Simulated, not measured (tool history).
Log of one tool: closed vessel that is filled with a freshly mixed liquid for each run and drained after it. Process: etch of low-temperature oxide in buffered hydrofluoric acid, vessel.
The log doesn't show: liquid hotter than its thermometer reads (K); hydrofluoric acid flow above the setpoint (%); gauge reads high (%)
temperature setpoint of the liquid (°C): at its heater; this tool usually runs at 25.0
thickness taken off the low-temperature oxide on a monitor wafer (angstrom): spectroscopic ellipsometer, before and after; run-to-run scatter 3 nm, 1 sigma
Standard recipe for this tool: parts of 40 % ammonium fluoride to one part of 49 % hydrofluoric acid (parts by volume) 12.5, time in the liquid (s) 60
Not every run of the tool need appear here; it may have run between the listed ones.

run	hour	temperature setpoint of the liquid (°C)	parts of 40 % ammonium fluoride to one part of 49 % hydrofluoric acid (parts by volume)	time in the liquid (s)	wafers since the last listed run	hours since the thermometer was replaced	hours since the hydrofluoric acid flow meter was replaced	hours since the gauge calibration	read-back film thickness of the low-temperature oxide reference wafer, read on the same gauge (nm)	thickness taken off the low-temperature oxide on a monitor wafer (angstrom)
1	0.0	25.0	12.5	60	0	1115.7	330.6	52.5	139.99	3612.5
2	7.8	25.0	12.5	60	796	1123.5	338.4	60.3	140.02	3685.4
3	22.1	25.0	16.5	45	1460	1137.8	352.7	74.6	140.02	2108.1
4	34.6	25.0	16.5	45	1276	1150.3	365.2	87.1	139.94	2109.6
5	52.5	25.0	16.5	45	1828	1168.2	383.1	105.0	140.03	2090.3
6	60.9	25.0	12.5	60	857	1176.6	391.5	113.4	140.03	3719.1
7	74.7	25.0	12.5	60	1409	1190.4	405.3	127.2	140.00	3689.7
# hour 83.4: gauge calibrated
8	105.4	25.0	12.5	50	3135	1221.1	436.0	22.0	140.01	3106.1
9	123.0	25.0	12.5	50	1797	1238.7	453.6	39.6	140.05	3129.8
10	134.2	23.5	11.0	35	1143	1249.9	464.8	50.8	140.03	2277.7
11	143.6	25.0	12.5	60	960	1259.3	474.2	60.2	140.04	3795.9
# hour 146.2: hydrofluoric acid flow meter replaced
12	150.6	25.0	9.0	60	612	1266.3	4.4	67.2	139.97	4463.1
13	165.7	25.0	12.5	40	1542	1281.4	19.5	82.3	140.00	2240.6
# hour 181.7: thermometer replaced
14	182.7	25.0	12.5	60	1634	1.0	36.5	99.3	139.99	3366.5
15	199.7	25.0	16.0	85	1736	18.0	53.5	116.3	139.98	3792.5
16	210.5	25.0	16.5	60	1103	28.8	64.3	127.1	140.00	2588.3
17	221.3	22.5	12.5	60	1103	39.6	75.1	137.9	139.99	3007.2
18	232.1	25.0	17.0	95	1103	50.4	85.9	148.7	140.04	3986.4
# hour 246.7: gauge calibrated
19	248.5	30.0	14.5	75	1675	66.8	102.3	1.8	140.01	4890.0

What if the next run were any one of these 5? Each begins from the tool's condition after run 19:
A	249.2	25.0	12.5	60	71	67.5	103.0	2.5	?	?
B	249.2	23.0	9.5	45	71	67.5	103.0	2.5	?	?
C	249.2	21.5	12.5	60	71	67.5	103.0	2.5	?	?
D	249.2	28.5	8.0	90	71	67.5	103.0	2.5	?	?
E	249.2	29.0	14.0	40	71	67.5	103.0	2.5	?	?

run	read-back film thickness of the low-temperature oxide reference wafer, read on the same gauge (nm)	thickness taken off the low-temperature oxide on a monitor wafer (angstrom)
A	140.00	3489.7
B	140.00	2984.5
C	140.00	2880.3
D	140.00	9553.9
E	140.00	2579.6
With no hidden state in the tool, these same runs would have given:
run	thickness taken off the low-temperature oxide on a monitor wafer (angstrom)
A	3397.2
B	2933.3
C	2803.9
D	9274.1
E	2511.1
